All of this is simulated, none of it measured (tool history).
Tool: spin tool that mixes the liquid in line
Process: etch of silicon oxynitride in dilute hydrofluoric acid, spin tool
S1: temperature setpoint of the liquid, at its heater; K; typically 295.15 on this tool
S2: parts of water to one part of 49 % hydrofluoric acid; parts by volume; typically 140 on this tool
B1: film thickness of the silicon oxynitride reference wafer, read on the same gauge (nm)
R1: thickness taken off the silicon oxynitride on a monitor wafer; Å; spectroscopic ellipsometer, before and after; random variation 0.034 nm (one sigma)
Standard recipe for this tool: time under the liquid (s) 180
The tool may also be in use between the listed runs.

run 1 day=0 | S1=295.15 S2=170 time_under_the_liquid_(s)=265 | B1=120.028 | R1=25.32
-- day=0.608 thermometer replaced
run 2 day=0.667 | S1=295.15 S2=120 time_under_the_liquid_(s)=180 | B1=120.022 | R1=28.48
-- day=1.104 gauge calibrated
run 3 day=1.758 | S1=295.15 S2=95 time_under_the_liquid_(s)=180 | B1=119.977 | R1=36.37
-- day=3.125 hydrofluoric acid flow meter replaced
run 4 day=4.275 | S1=295.15 S2=95 time_under_the_liquid_(s)=180 | B1=119.963 | R1=40.16
run 5 day=5.317 | S1=295.15 S2=95 time_under_the_liquid_(s)=180 | B1=120.011 | R1=39.58
run 6 day=6.292 | S1=295.15 S2=140 time_under_the_liquid_(s)=135 | B1=120.014 | R1=19.53
run 7 day=7.167 | S1=295.15 S2=140 time_under_the_liquid_(s)=135 | B1=119.972 | R1=19.43
run 8 day=8.354 | S1=295.15 S2=140 time_under_the_liquid_(s)=180 | B1=120.017 | R1=26.07
run 9 day=9.688 | S1=293.15 S2=140 time_under_the_liquid_(s)=180 | B1=119.992 | R1=23.32
run 10 day=10.429 | S1=298.15 S2=105 time_under_the_liquid_(s)=245 | B1=120.002 | R1=53.85
run 11 day=11.083 | S1=295.15 S2=140 time_under_the_liquid_(s)=260 | B1=119.971 | R1=36.92
run 12 day=12.121 | S1=295.15 S2=140 time_under_the_liquid_(s)=180 | B1=120.006 | R1=25.03
run 13 day=13.054 | S1=300.15 S2=180 time_under_the_liquid_(s)=70 | B1=120.02 | R1=9.39
run 14 day=13.846 | S1=295.15 S2=140 time_under_the_liquid_(s)=150 | B1=119.989 | R1=21.45
run 15 day=14.875 | S1=299.65 S2=170 time_under_the_liquid_(s)=125 | B1=119.957 | R1=16.88
run 16 day=16.308 | S1=293.65 S2=115 time_under_the_liquid_(s)=215 | B1=119.995 | R1=33.9
run 17 day=17.038 | S1=293.15 S2=70 time_under_the_liquid_(s)=180 | B1=120.039 | R1=48.07
run 18 day=17.779 | S1=292.15 S2=180 time_under_the_liquid_(s)=285 | B1=120.01 | R1=25.58
run 19 day=18.996 | S1=293.65 S2=140 time_under_the_liquid_(s)=220 | B1=119.979 | R1=28.34
run 20 day=20.012 | S1=295.15 S2=190 time_under_the_liquid_(s)=180 | B1=119.975 | R1=17.01
run 21 day=20.783 | S1=290.65 S2=140 time_under_the_liquid_(s)=180 | B1=120.02 | R1=20.35
run 22 day=22.221 | S1=295.15 S2=140 time_under_the_liquid_(s)=180 | B1=120.014 | R1=24.85
run 23 day=23.392 | S1=295.15 S2=100 time_under_the_liquid_(s)=180 | B1=120.015 | R1=35.24
run 24 day=24.438 | S1=290.65 S2=120 time_under_the_liquid_(s)=80 | B1=119.973 | R1=10.38
run 25 day=25.317 | S1=295.15 S2=140 time_under_the_liquid_(s)=115 | B1=119.99 | R1=15.22
run 26 day=26.171 | S1=297.15 S2=140 time_under_the_liquid_(s)=180 | B1=119.966 | R1=26.87
run 27 day=27.483 | S1=295.15 S2=140 time_under_the_liquid_(s)=180 | B1=120.029 | R1=23.06
run 28 day=28.492 | S1=296.65 S2=90 time_under_the_liquid_(s)=180 | B1=120 | R1=40.25
run 29 day=29.238 | S1=295.15 S2=140 time_under_the_liquid_(s)=180 | B1=119.969 | R1=23.81
run 30 day=30.175 | S1=292.65 S2=140 time_under_the_liquid_(s)=180 | B1=120.015 | R1=21.55
run 31 day=30.988 | S1=295.15 S2=200 time_under_the_liquid_(s)=180 | B1=120.041 | R1=15.77
run 32 day=31.504 | S1=295.15 S2=200 time_under_the_liquid_(s)=255 | B1=119.985 | R1=22.24
run 33 day=32.117 | S1=295.15 S2=140 time_under_the_liquid_(s)=280 | B1=119.97 | R1=36.49

Consider 4 possible next runs. They are alternatives, not a sequence: every one starts from the tool as it was left by run 33. What does each give?
run A day=32.138 | S1=295.15 S2=140 time_under_the_liquid_(s)=245 | B1=? | R1=?
run B day=32.138 | S1=297.65 S2=140 time_under_the_liquid_(s)=280 | B1=? | R1=?
run C day=32.138 | S1=293.65 S2=95 time_under_the_liquid_(s)=180 | B1=? | R1=?
run D day=32.138 | S1=291.15 S2=115 time_under_the_liquid_(s)=130 | B1=? | R1=?

run=A B1=119.974 R1=31.99
run=B B1=119.974 R1=41.09
run=C B1=119.974 R1=33.35
run=D B1=119.974 R1=17.33
Without the tool's unlogged condition, the same runs would have read:
run=A R1=37.28
run=B R1=47.85
run=C R1=38.84
run=D R1=20.21
